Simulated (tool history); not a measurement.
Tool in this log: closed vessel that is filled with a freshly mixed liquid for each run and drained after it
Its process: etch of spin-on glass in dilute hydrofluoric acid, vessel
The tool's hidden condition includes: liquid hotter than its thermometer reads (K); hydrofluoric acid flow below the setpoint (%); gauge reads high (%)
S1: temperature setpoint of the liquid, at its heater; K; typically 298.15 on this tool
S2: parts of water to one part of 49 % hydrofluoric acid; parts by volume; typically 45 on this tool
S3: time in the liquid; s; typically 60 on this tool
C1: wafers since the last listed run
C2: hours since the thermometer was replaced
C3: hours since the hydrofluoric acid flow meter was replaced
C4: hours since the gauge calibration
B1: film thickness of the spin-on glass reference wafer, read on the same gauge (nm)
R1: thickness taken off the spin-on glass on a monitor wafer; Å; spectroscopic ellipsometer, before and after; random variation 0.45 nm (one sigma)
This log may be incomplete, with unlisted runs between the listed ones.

Run 1, hour 0.0: usual settings; C1 0; C2 1278.2; C3 1937.6; C4 410.8; B1 119.98. Result: R1 730.2 Å.
Run 2, hour 77.5: usual settings; C1 6616; C2 1355.7; C3 2015.1; C4 488.3; B1 119.99. Result: R1 737.2 Å.
Run 3, hour 149.9: usual settings; C1 6181; C2 1428.1; C3 2087.5; C4 560.7; B1 120.02. Result: R1 737.5 Å.
Run 4, hour 197.4: usual settings but S2 55 parts by volume; C1 4055; C2 1475.6; C3 2135.0; C4 608.2; B1 119.96. Result: R1 593.0 Å.
Run 5, hour 247.7: usual settings but S2 55 parts by volume; C1 4294; C2 1525.9; C3 2185.3; C4 658.5; B1 120.00. Result: R1 596.4 Å.
Run 6, hour 295.5: usual settings but S2 55 parts by volume; C1 4080; C2 1573.7; C3 2233.1; C4 706.3; B1 120.02. Result: R1 593.0 Å.
Run 7, hour 398.2: usual settings; C1 8767; C2 1676.4; C3 2335.8; C4 809.0; B1 120.00. Result: R1 731.1 Å.
Run 8, hour 455.6: usual settings; C1 4900; C2 1733.8; C3 2393.2; C4 866.4; B1 120.03. Result: R1 733.1 Å.
At hour 525.5: hydrofluoric acid flow meter replaced.
Run 9, hour 545.2: usual settings but S1 296.65 K; C1 7564; C2 1823.4; C3 19.7; C4 956.0; B1 119.94. Result: R1 692.4 Å.
At hour 581.3: gauge calibrated.
At hour 593.6: thermometer replaced.
Run 10, hour 596.5: usual settings but S1 301.65 K, S3 85 s; C1 4294; C2 2.9; C3 71.0; C4 15.2; B1 119.99. Result: R1 1204.8 Å.
Run 11, hour 680.5: usual settings but S2 40 parts by volume, S3 70 s; C1 7171; C2 86.9; C3 155.0; C4 99.2; B1 120.01. Result: R1 970.6 Å.
Run 12, hour 774.6: usual settings; C1 8033; C2 181.0; C3 249.1; C4 193.3; B1 120.05. Result: R1 737.9 Å.
Run 13, hour 811.5: usual settings but S2 50 parts by volume, S3 45 s; C1 3150; C2 217.9; C3 286.0; C4 230.2; B1 120.00. Result: R1 487.4 Å.
Run 14, hour 860.3: usual settings; C1 4166; C2 266.7; C3 334.8; C4 279.0; B1 120.00. Result: R1 737.2 Å.
Run 15, hour 967.9: usual settings but S2 25 parts by volume, S3 75 s; C1 9186; C2 374.3; C3 442.4; C4 386.6; B1 119.98. Result: R1 1690.0 Å.
Run 16, hour 1028.1: usual settings but S1 299.65 K; C1 5139; C2 434.5; C3 502.6; C4 446.8; B1 120.03. Result: R1 784.7 Å.

Branching from run 16: 3 alternative next runs. What would each branch give?
Run A, hour 1028.8: usual settings but S1 301.15 K; C1 59; C2 435.2; C3 503.3; C4 447.5; B1 ?. Result: R1 ?.
Run B, hour 1028.8: usual settings but S1 294.15 K, S2 60 parts by volume; C1 59; C2 435.2; C3 503.3; C4 447.5; B1 ?. Result: R1 ?.
Run C, hour 1028.8: usual settings but S1 295.15 K; C1 59; C2 435.2; C3 503.3; C4 447.5; B1 ?. Result: R1 ?.

run      B1     R1
  A  120.02  826.3
  B  120.02  456.1
  C  120.02  646.1
What these runs would have given with no unlogged condition in the tool:
run     R1
  A  826.3
  B  456.1
  C  646.1
